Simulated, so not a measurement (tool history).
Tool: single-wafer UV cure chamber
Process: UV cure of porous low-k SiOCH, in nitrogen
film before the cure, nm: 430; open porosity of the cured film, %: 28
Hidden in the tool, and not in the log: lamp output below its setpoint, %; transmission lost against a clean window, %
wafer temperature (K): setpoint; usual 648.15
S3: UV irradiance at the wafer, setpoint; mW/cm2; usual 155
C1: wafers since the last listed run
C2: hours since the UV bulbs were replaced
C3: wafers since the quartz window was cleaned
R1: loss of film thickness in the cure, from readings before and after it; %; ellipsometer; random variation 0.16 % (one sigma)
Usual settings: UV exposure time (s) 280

{"run": 1, "hour": 0.0, "wafer temperature (K)": 648.15, "UV exposure time (s)": 280, "S3": 155, "C1": 0, "C2": 1681.4, "C3": 1374, "R1": 13.017}
{"run": 2, "hour": 97.7, "wafer temperature (K)": 648.15, "UV exposure time (s)": 280, "S3": 155, "C1": 598, "C2": 1779.1, "C3": 1973, "R1": 13.2}
{"run": 3, "hour": 187.3, "wafer temperature (K)": 648.15, "UV exposure time (s)": 280, "S3": 155, "C1": 549, "C2": 1868.7, "C3": 2522, "R1": 12.865}
{"run": 4, "hour": 260.8, "wafer temperature (K)": 632.15, "UV exposure time (s)": 280, "S3": 155, "C1": 450, "C2": 1942.2, "C3": 2973, "R1": 12.453}
{"hour": 275.6, "done": "quartz window cleaned"}
{"run": 5, "hour": 323.0, "wafer temperature (K)": 632.15, "UV exposure time (s)": 280, "S3": 155, "C1": 332, "C2": 2004.4, "C3": 290, "R1": 12.704}
{"run": 6, "hour": 412.7, "wafer temperature (K)": 632.15, "UV exposure time (s)": 280, "S3": 155, "C1": 549, "C2": 2094.1, "C3": 840, "R1": 12.452}
{"run": 7, "hour": 471.9, "wafer temperature (K)": 654.15, "UV exposure time (s)": 280, "S3": 155, "C1": 362, "C2": 2153.3, "C3": 1203, "R1": 12.712}
{"hour": 485.3, "done": "UV bulbs replaced"}
{"run": 8, "hour": 520.5, "wafer temperature (K)": 666.15, "UV exposure time (s)": 365, "S3": 119, "C1": 248, "C2": 35.2, "C3": 1452, "R1": 15.029}
{"run": 9, "hour": 558.5, "wafer temperature (K)": 648.15, "UV exposure time (s)": 110, "S3": 155, "C1": 232, "C2": 73.2, "C3": 1685, "R1": 10.063}
{"run": 10, "hour": 594.8, "wafer temperature (K)": 648.15, "UV exposure time (s)": 280, "S3": 155, "C1": 222, "C2": 109.5, "C3": 1907, "R1": 14.492}
{"run": 11, "hour": 696.7, "wafer temperature (K)": 648.15, "UV exposure time (s)": 360, "S3": 155, "C1": 624, "C2": 211.4, "C3": 2532, "R1": 15.751}
{"run": 12, "hour": 775.6, "wafer temperature (K)": 648.15, "UV exposure time (s)": 280, "S3": 155, "C1": 483, "C2": 290.3, "C3": 3015, "R1": 14.329}
{"hour": 848.6, "done": "quartz window cleaned"}
{"run": 13, "hour": 849.5, "wafer temperature (K)": 662.15, "UV exposure time (s)": 385, "S3": 131, "C1": 403, "C2": 364.2, "C3": 5, "R1": 14.887}
{"run": 14, "hour": 909.6, "wafer temperature (K)": 657.15, "UV exposure time (s)": 200, "S3": 155, "C1": 368, "C2": 424.3, "C3": 374, "R1": 12.763}

Forecast each of these 3 alternatives for the next run:
{"run": "A", "hour": 910.1, "wafer temperature (K)": 648.15, "UV exposure time (s)": 280, "S3": 155, "C1": 3, "C2": 424.8, "C3": 377, "R1": "?"}
{"run": "B", "hour": 910.1, "wafer temperature (K)": 648.15, "UV exposure time (s)": 375, "S3": 128, "C1": 3, "C2": 424.8, "C3": 377, "R1": "?"}
{"run": "C", "hour": 910.1, "wafer temperature (K)": 648.15, "UV exposure time (s)": 280, "S3": 182, "C1": 3, "C2": 424.8, "C3": 377, "R1": "?"}

run=A R1=14.391
run=B R1=14.888
run=C R1=15.185
Without the tool's hidden state the same runs would have given:
run=A R1=15.038
run=B R1=15.539
run=C R1=15.838
